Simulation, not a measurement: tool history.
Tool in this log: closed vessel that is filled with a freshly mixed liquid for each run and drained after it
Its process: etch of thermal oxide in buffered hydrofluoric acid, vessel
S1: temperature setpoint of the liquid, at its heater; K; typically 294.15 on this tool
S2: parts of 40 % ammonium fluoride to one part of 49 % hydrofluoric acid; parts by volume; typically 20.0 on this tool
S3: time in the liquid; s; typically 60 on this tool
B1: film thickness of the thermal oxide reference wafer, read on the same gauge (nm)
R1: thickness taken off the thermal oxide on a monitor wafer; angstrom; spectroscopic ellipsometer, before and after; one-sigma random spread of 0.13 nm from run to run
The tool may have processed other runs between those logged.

run	day	S1	S2	S3	B1	R1
1	0.000	294.15	20.0	60	110.01	285.4
2	0.546	294.15	20.0	60	109.99	286.0
3	1.554	294.15	20.0	60	110.01	286.8
4	2.783	294.15	17.5	70	109.99	381.7
# day 2.792: gauge calibrated
5	4.188	294.15	17.5	70	110.00	381.4
6	5.242	294.15	14.5	60	110.00	393.9
7	5.854	294.15	22.5	60	110.01	265.1
8	6.912	294.15	20.0	60	110.01	286.7
9	8.079	294.15	24.5	60	110.00	246.8
10	9.554	291.15	20.0	60	110.00	241.9
11	10.133	297.15	20.0	60	110.01	337.6
12	11.583	298.15	20.0	60	110.00	353.7
13	12.562	296.15	17.5	70	110.00	425.5
14	13.971	294.15	20.0	45	110.02	211.3
15	14.575	294.15	20.0	60	110.01	283.4
16	15.200	298.15	12.0	90	110.00	881.2
17	15.746	294.15	20.0	60	109.99	284.4
18	16.650	296.15	17.0	35	110.00	217.5
19	17.483	291.15	23.5	75	110.01	268.5
# day 17.733: hydrofluoric acid flow meter replaced
20	18.379	294.15	20.0	80	109.98	379.4
21	19.067	298.65	20.0	45	109.99	273.5
22	19.571	294.15	20.0	35	110.00	166.3
# day 20.308: thermometer replaced
23	20.721	294.15	20.0	60	110.02	303.6
24	21.292	290.15	27.0	45	110.01	148.4
25	22.558	297.15	20.0	60	109.99	356.6
26	23.821	292.65	17.0	45	110.00	244.0
27	25.075	292.15	22.0	60	110.00	251.2
28	25.662	294.15	20.0	90	109.97	451.8
29	26.625	290.65	20.0	30	110.00	123.2
30	27.162	294.15	22.0	60	109.98	281.5
31	28.062	292.65	25.5	80	109.99	312.0
32	28.804	294.15	20.0	60	109.99	299.7
33	29.754	292.65	20.0	75	110.00	347.4

For some of the steps in R1 from one run to the next: how much would appear even if the tool had no hidden state, given the settings, what came in and random variation, and how much remains for the hidden state plus any gauge scatter that the measured result and the result without hidden state don't share?
Hidden conditions of the tool in this case: liquid colder than its thermometer reads (K); hydrofluoric acid flow above the setpoint (%); gauge reads high (%).
Run 13 -> 14: S1 296.15 -> 294.15, S2 17.5 -> 20.0, S3 70 -> 45. R1 -214.2 angstrom: hidden state +15.4, all else -229.6.
Run 15 -> 16: S1 294.15 -> 298.15, S2 20.0 -> 12.0, S3 60 -> 90. R1 +597.8 angstrom: hidden state -43.8, all else +641.6.
Run 16 -> 17: S1 298.15 -> 294.15, S2 12.0 -> 20.0, S3 90 -> 60. R1 -596.8 angstrom: hidden state +43.6, all else -640.4.
Run 28 -> 29: S1 294.15 -> 290.65, S3 90 -> 30. R1 -328.6 angstrom: hidden state +5.1, all else -333.7.

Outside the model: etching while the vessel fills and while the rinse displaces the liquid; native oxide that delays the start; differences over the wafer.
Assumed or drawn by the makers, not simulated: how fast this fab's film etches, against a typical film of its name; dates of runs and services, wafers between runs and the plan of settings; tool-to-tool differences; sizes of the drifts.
